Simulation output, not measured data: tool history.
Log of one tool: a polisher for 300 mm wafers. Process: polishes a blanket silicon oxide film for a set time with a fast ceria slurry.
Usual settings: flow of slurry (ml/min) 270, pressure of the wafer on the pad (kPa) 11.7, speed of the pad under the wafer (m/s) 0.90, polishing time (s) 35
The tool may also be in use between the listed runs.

run   hour  flow of slurry (ml/min)  pressure of the wafer on the pad (kPa)  speed of the pad under the wafer (m/s)  polishing time (s)  wafers since the last listed run  wafers polished on this pad  hours since the slurry nozzle was cleaned  hours since the head pressure was calibrated  incoming thickness of the incoming film, nm  film removed (nm)
  1    0.0                      220                                    11.7                                    0.90                  35                                 0                          699                                      629.4                                         279.5                                       2699.3              299.8
  2    6.6                      220                                    11.7                                    0.90                  35                                85                          784                                      636.0                                         286.1                                       2731.0              299.1
  3   17.7                      270                                    11.7                                    0.90                  35                               144                          929                                      647.1                                         297.2                                       2702.8              307.1
      29.3  -- worn pad replaced by a new one
  4   31.4                      270                                    11.7                                    0.90                  35                               125                           27                                      660.8                                         310.9                                       2704.1              305.6
  5   73.5                      270                                    11.7                                    0.90                  35                               546                          573                                      702.9                                         353.0                                       2765.0              309.9
  6   84.3                      270                                    11.7                                    0.90                  35                               140                          713                                      713.7                                         363.8                                       2708.0              304.5
      96.3  -- slurry nozzle cleaned
  7   97.6                      270                                    11.7                                    0.90                  35                               159                          873                                        1.3                                         377.1                                       2748.2              304.6
  8  105.7                      270                                    11.7                                    1.12                  35                               105                          978                                        9.4                                         385.2                                       2759.8              379.3
  9  112.7                      235                                    11.7                                    0.90                  38                                90                         1069                                       16.4                                         392.2                                       2688.1              328.6
     120.6  -- worn pad replaced by a new one
 10  125.3                      195                                    11.7                                    0.90                  35                               111                           60                                       29.0                                         404.8                                       2736.9              298.1
 11  142.5                      195                                    11.7                                    0.90                  35                               223                          284                                       46.2                                         422.0                                       2722.9              297.7
 12  150.5                      270                                    11.7                                    0.90                  35                               103                          388                                       54.2                                         430.0                                       2699.2              305.5
 13  162.4                      245                                    11.7                                    0.74                  38                               154                          542                                       66.1                                         441.9                                       2737.6              274.8
 14  171.5                      270                                    11.7                                    0.90                  35                               118                          660                                       75.2                                         451.0                                       2724.1              310.2
 15  186.2                      270                                     9.7                                    0.90                  35                               190                          851                                       89.9                                         465.7                                       2709.8              261.9
 16  195.3                      245                                    11.7                                    0.74                  38                               118                          969                                       99.0                                         474.8                                       2665.3              272.9
     205.6  -- worn pad replaced by a new one
 17  211.5                      270                                    13.8                                    0.68                  41                               158                           76                                      115.2                                         491.0                                       2693.4              314.6
 18  225.1                      360                                    13.8                                    0.90                  41                               176                          252                                      128.8                                         504.6                                       2710.4              421.3
     236.9  -- head pressure recalibrated
 19  241.4                      320                                    15.9                                    0.90                  35                               185                          438                                      145.1                                           4.5                                       2665.7              402.8
 20  248.2                      270                                    11.7                                    0.90                  35                                88                          526                                      151.9                                          11.3                                       2689.6              307.2
 21  265.0                      270                                    11.7                                    0.90                  45                               218                          744                                      168.7                                          28.1                                       2708.7              390.9
 22  272.9                      270                                    15.2                                    0.90                  35                               102                          847                                      176.6                                          36.0                                       2681.4              386.9
 23  282.7                      270                                    11.7                                    0.64                  35                               127                          974                                      186.4                                          45.8                                       2728.2              220.8
 24  299.8                      225                                    13.1                                    1.00                  28                               221                         1196                                      203.5                                          62.9                                       2691.0              296.6

5 ways to go on from here, each from the tool as it stands after run 24. What would each give?
  A  300.2                      270                                    11.7                                    0.90                  44                                 5                         1201                                      203.9                                          63.3                                       2733.8                  ?
  B  300.2                      190                                    11.7                                    0.90                  23                                 5                         1201                                      203.9                                          63.3                                       2733.8                  ?
  C  300.2                      270                                     8.3                                    0.70                  35                                 5                         1201                                      203.9                                          63.3                                       2733.8                  ?
  D  300.2                      305                                    11.7                                    0.90                  35                                 5                         1201                                      203.9                                          63.3                                       2733.8                  ?
  E  300.2                      270                                    11.7                                    0.68                  35                                 5                         1201                                      203.9                                          63.3                                       2733.8                  ?

run  film removed (nm)
  A              384.6
  B              195.4
  C              180.2
  D              308.6
  E              232.9
Without the tool's hidden state the same runs would have given:
run  film removed (nm)
  A              384.6
  B              195.4
  C              180.2
  D              308.6
  E              232.9

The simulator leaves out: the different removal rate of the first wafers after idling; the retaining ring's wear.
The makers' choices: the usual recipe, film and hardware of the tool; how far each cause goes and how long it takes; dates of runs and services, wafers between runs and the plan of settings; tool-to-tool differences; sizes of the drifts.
